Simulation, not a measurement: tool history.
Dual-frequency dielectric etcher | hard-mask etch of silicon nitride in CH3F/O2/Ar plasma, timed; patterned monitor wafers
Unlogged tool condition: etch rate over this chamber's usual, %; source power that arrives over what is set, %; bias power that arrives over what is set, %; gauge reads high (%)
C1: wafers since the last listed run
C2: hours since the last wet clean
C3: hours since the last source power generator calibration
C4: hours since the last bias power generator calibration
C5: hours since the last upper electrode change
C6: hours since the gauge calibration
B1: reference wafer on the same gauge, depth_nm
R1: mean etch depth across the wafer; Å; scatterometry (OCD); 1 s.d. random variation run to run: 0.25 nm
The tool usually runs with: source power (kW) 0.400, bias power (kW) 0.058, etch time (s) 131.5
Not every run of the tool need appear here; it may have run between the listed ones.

Run 1, hour 0.0: usual settings but source power (kW) 0.360; C1 0; C2 361.3; C3 1632.2; C4 3406.1; C5 6028.4; C6 371.0; B1 84.3. Result: R1 757 Å.
At hour 8.8: wet clean of the chamber.
Run 2, hour 171.7: usual settings but source power (kW) 0.360; C1 1559; C2 162.9; C3 1803.9; C4 3577.8; C5 6200.1; C6 542.7; B1 84.3. Result: R1 755 Å.
Run 3, hour 232.9: usual settings; C1 585; C2 224.1; C3 1865.1; C4 3639.0; C5 6261.3; C6 603.9; B1 84.3. Result: R1 812 Å.
Run 4, hour 289.6: usual settings; C1 542; C2 280.8; C3 1921.8; C4 3695.7; C5 6318.0; C6 660.6; B1 84.3. Result: R1 810 Å.
Run 5, hour 319.0: usual settings; C1 281; C2 310.2; C3 1951.2; C4 3725.1; C5 6347.4; C6 690.0; B1 84.3. Result: R1 808 Å.
At hour 357.0: wet clean of the chamber.
At hour 384.6: source power generator calibrated.
Run 6, hour 395.0: usual settings; C1 459; C2 38.0; C3 10.4; C4 3801.1; C5 6423.4; C6 766.0; B1 84.3. Result: R1 809 Å.
At hour 424.5: upper electrode replaced.
Run 7, hour 433.6: usual settings; C1 139; C2 76.6; C3 49.0; C4 3839.7; C5 9.1; C6 804.6; B1 84.3. Result: R1 807 Å.
Run 8, hour 458.6: usual settings; C1 239; C2 101.6; C3 74.0; C4 3864.7; C5 34.1; C6 829.6; B1 84.3. Result: R1 810 Å.
Run 9, hour 513.1: usual settings but etch time (s) 109.0; C1 521; C2 156.1; C3 128.5; C4 3919.2; C5 88.6; C6 884.1; B1 84.4. Result: R1 672 Å.
At hour 526.1: bias power generator calibrated.
Run 10, hour 554.5: usual settings but etch time (s) 109.0; C1 358; C2 197.5; C3 169.9; C4 28.4; C5 130.0; C6 925.5; B1 84.3. Result: R1 667 Å.
At hour 588.8: gauge calibrated.
Run 11, hour 613.0: usual settings but etch time (s) 161.5; C1 560; C2 256.0; C3 228.4; C4 86.9; C5 188.5; C6 24.2; B1 84.2. Result: R1 992 Å.
Run 12, hour 660.5: usual settings; C1 454; C2 303.5; C3 275.9; C4 134.4; C5 236.0; C6 71.7; B1 84.3. Result: R1 808 Å.
At hour 720.1: wet clean of the chamber.
Run 13, hour 720.6: usual settings but source power (kW) 0.340; C1 345; C2 0.5; C3 336.0; C4 194.5; C5 296.1; C6 131.8; B1 84.4. Result: R1 727 Å.
Run 14, hour 775.5: usual settings but source power (kW) 0.340, bias power (kW) 0.045, etch time (s) 121.0; C1 525; C2 55.4; C3 390.9; C4 249.4; C5 351.0; C6 186.7; B1 84.2. Result: R1 626 Å.
Run 15, hour 839.5: usual settings but source power (kW) 0.360; C1 612; C2 119.4; C3 454.9; C4 313.4; C5 415.0; C6 250.7; B1 84.2. Result: R1 751 Å.
Run 16, hour 898.3: usual settings but source power (kW) 0.300, bias power (kW) 0.053, etch time (s) 158.0; C1 562; C2 178.2; C3 513.7; C4 372.2; C5 473.8; C6 309.5; B1 84.2. Result: R1 777 Å.
Run 17, hour 932.4: usual settings but source power (kW) 0.360; C1 326; C2 212.3; C3 547.8; C4 406.3; C5 507.9; C6 343.6; B1 84.2. Result: R1 754 Å.
Run 18, hour 960.1: usual settings but source power (kW) 0.440, bias power (kW) 0.070, etch time (s) 119.0; C1 265; C2 240.0; C3 575.5; C4 434.0; C5 535.6; C6 371.3; B1 84.3. Result: R1 814 Å.
At hour 1038.7: wet clean of the chamber.
Run 19, hour 1039.2: usual settings; C1 527; C2 0.5; C3 654.6; C4 513.1; C5 614.7; C6 450.4; B1 84.3. Result: R1 809 Å.
Run 20, hour 1080.3: usual settings but source power (kW) 0.480, bias power (kW) 0.051, etch time (s) 143.5; C1 393; C2 41.6; C3 695.7; C4 554.2; C5 655.8; C6 491.5; B1 84.3. Result: R1 954 Å.
Run 21, hour 1123.8: usual settings but source power (kW) 0.440, bias power (kW) 0.070; C1 416; C2 85.1; C3 739.2; C4 597.7; C5 699.3; C6 535.0; B1 84.2. Result: R1 908 Å.
Run 22, hour 1154.0: usual settings but source power (kW) 0.450, bias power (kW) 0.066; C1 289; C2 115.3; C3 769.4; C4 627.9; C5 729.5; C6 565.2; B1 84.3. Result: R1 899 Å.
Run 23, hour 1218.9: usual settings but source power (kW) 0.330; C1 621; C2 180.2; C3 834.3; C4 692.8; C5 794.4; C6 630.1; B1 84.3. Result: R1 713 Å.

Alternative continuations, all from the tool just after run 23; predict every row:
Run A, hour 1219.4: usual settings; C1 4; C2 180.7; C3 834.8; C4 693.3; C5 794.9; C6 630.6; B1 ?. Result: R1 ?.
Run B, hour 1219.4: usual settings but source power (kW) 0.310, etch time (s) 93.5; C1 4; C2 180.7; C3 834.8; C4 693.3; C5 794.9; C6 630.6; B1 ?. Result: R1 ?.
Run C, hour 1219.4: usual settings but source power (kW) 0.460, etch time (s) 100.0; C1 4; C2 180.7; C3 834.8; C4 693.3; C5 794.9; C6 630.6; B1 ?. Result: R1 ?.
Run D, hour 1219.4: usual settings but source power (kW) 0.470, bias power (kW) 0.063, etch time (s) 159.5; C1 4; C2 180.7; C3 834.8; C4 693.3; C5 794.9; C6 630.6; B1 ?. Result: R1 ?.
Run E, hour 1219.4: usual settings but source power (kW) 0.340, bias power (kW) 0.068, etch time (s) 148.5; C1 4; C2 180.7; C3 834.8; C4 693.3; C5 794.9; C6 630.6; B1 ?. Result: R1 ?.

run    B1    R1
  A  84.3   809
  B  84.3   485
  C  84.3   668
  D  84.3  1105
  E  84.3   863
The same runs, with their run-to-run variation unchanged, on a tool lacking any hidden condition would have given:
run    R1
  A   809
  B   485
  C   668
  D  1105
  E   863
